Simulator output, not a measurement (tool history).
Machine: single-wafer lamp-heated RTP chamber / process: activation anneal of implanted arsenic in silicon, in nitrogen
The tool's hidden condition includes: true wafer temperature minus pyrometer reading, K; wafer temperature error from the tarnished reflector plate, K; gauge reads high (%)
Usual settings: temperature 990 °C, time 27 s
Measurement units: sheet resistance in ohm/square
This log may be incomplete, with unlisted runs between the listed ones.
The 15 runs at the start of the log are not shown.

run     day  temperature  time  wafers since the last listed run  wafers since the last pyrometer calibration  wafers since the reflector plate was cleaned  hours since the gauge calibration  read-back reference wafer on the same gauge, sheet resistance  sheet resistance
 16  14.517          990    27                               644                                         1456                                          9399                              263.0                                                         277.89            237.74
 17  15.088          971    15                               280                                         1737                                          9679                              276.7                                                         278.03            242.28
 18  16.438          990    27                               663                                         2400                                         10342                              309.1                                                         278.11            237.33
 19  17.775          975    17                               656                                         3057                                         10999                              341.2                                                         278.03            240.94
 20  18.796          977    35                               501                                         3558                                         11501                              365.7                                                         277.96            236.82
     20.067  -- pyrometer window cleaned and pyrometer calibrated
 21  20.088         1009    20                               470                                            9                                         11971                              396.7                                                         278.17            237.80
 22  21.408         1007    20                               648                                          658                                         12620                              428.4                                                         277.84            237.27
 23  22.500          968    37                               536                                         1194                                         13156                              454.6                                                         277.94            238.75
     24.100  -- reflector plate cleaned
 24  25.192          990    27                              1158                                         2352                                           535                              519.2                                                         277.95            237.63
 25  26.496         1007    22                               640                                         2993                                          1175                              550.5                                                         278.04            235.46
     27.083  -- gauge calibrated
 26  27.175          990    11                               333                                         3326                                          1509                                2.2                                                         278.06            241.50
     29.538  -- pyrometer window cleaned and pyrometer calibrated
 27  31.388         1007    32                              1905                                          909                                          3414                              103.3                                                         277.85            234.65
 28  32.862          977    12                               724                                         1633                                          4139                              138.7                                                         278.02            242.79
 29  34.038          990    34                               577                                         2210                                          4716                              166.9                                                         278.15            236.17
 30  34.762          971    12                               356                                         2566                                          5072                              184.3                                                         278.11            242.30
 31  36.121          990    27                               667                                         3234                                          5739                              216.9                                                         278.04            237.42
 32  36.704          979    27                               286                                         3520                                          6026                              230.9                                                         277.93            238.36
     38.100  -- pyrometer window cleaned and pyrometer calibrated
 33  38.204         1016    37                               573                                           51                                          6599                              266.9                                                         277.96            232.95
 34  39.438          982    42                               605                                          656                                          7204                              296.5                                                         277.93            236.69
 35  40.188          980    37                               368                                         1025                                          7573                              314.5                                                         277.86            236.96
 36  41.204          990    27                               499                                         1524                                          8072                              338.9                                                         278.05            238.33

Consider 5 possible next runs. They are alternatives, not a sequence: every one starts from the tool as it was left by run 36. What does each give?
  A  41.221          990    27                                 8                                         1532                                          8080                              339.3                                                              ?                 ?
  B  41.221          990    15                                 8                                         1532                                          8080                              339.3                                                              ?                 ?
  C  41.221          975    21                                 8                                         1532                                          8080                              339.3                                                              ?                 ?
  D  41.221         1016    27                                 8                                         1532                                          8080                              339.3                                                              ?                 ?
  E  41.221          998    19                                 8                                         1532                                          8080                              339.3                                                              ?                 ?

run  read-back reference wafer on the same gauge, sheet resistance  sheet resistance
  A                                                         278.08            237.98
  B                                                         278.08            240.90
  C                                                         278.08            240.74
  D                                                         278.08            234.68
  E                                                         278.08            238.90
Stripped of hidden state, with their random variation kept, the same runs would have yielded:
run  sheet resistance
  A            238.49
  B            241.29
  C            241.11
  D            235.29
  E            239.38

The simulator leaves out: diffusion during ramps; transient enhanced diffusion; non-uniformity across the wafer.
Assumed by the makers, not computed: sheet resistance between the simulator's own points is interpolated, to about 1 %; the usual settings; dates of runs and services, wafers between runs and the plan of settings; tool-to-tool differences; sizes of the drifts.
